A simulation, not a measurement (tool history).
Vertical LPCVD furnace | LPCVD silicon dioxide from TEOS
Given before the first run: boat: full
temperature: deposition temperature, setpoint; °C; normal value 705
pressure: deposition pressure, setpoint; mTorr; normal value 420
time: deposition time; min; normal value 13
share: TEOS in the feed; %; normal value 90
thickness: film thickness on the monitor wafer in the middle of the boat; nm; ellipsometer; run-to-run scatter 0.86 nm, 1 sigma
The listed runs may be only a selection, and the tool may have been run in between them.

run	hour	temperature	pressure	time	share	read-back reference wafer on the same gauge, thickness	thickness
1	0	699	360	13	90	151.02	117.78
2	104.4	705	485	13	90	150.98	155.25
3	147.2	705	485	13	90	151.3	157.69
4	252.1	705	485	13	90	151.01	157.37
5	305.8	705	420	17	90	150.98	192.51
6	377	705	420	17	90	150.98	191.41
7	433.7	705	500	13	90	151.07	157.19
8	498.4	705	500	13	90	151.12	157.84
9	551	705	420	13	90	150.9	146.66
10	785.5	705	420	13	90	150.98	144.5
11	876.7	705	420	13	90	150.93	143.91
12	944.9	705	515	13	97	150.97	167.28
13	1006.5	705	420	17	84	151.03	183.33
14	1047	705	420	13	90	151.05	145.56
15	1105.1	705	490	13	90	151.01	158.42
16	1168.7	716	420	13	90	150.94	188.16
17	1264.8	705	370	16.5	97	150.73	179.58
18	1290	705	420	16	90	150.96	179.7
19	1357.9	705	470	13	80	150.98	145.38
20	1443.5	705	420	13	90	150.93	146.26
21	1500.4	697	335	9	90	151.04	74.7
22	1561.5	712	450	13	90	151.07	175.84
23	1617.3	705	420	13	85	150.99	141.74
24	1677.4	705	420	17	90	151.05	190.88
25	1729.4	705	315	13	90	151.14	125.93
26	1792.4	705	420	13	90	150.98	146.03
27	1890.7	696	385	8.5	90	150.88	74.23
28	1994.5	709	520	15.5	97	151.04	222.25
29	2066.9	701	500	13	90	150.92	145.73
30	2159	712	420	13	90	151.28	171.26
31	2233.3	700	325	13	90	151.06	114.19
32	2272.9	705	510	13	97	150.69	166.76

Put back what was entered between runs (4 entries, withheld): which listed runs does each sit between, and how does the hidden state differ from the listed run before to the listed run after?
Run 3 -> run 4: thermocouples replaced and temperature profile calibrated (hour 228)
  no hidden state differs between the two runs
Run 16 -> run 17: TEOS flow controller replaced (hour 1264.3)
  no hidden state differs between the two runs
Run 19 -> run 20: pressure gauge zeroed (hour 1414.3)
  no hidden state differs between the two runs
Run 30 -> run 31: gauge calibrated (hour 2188.7)
  no hidden state differs between the two runs
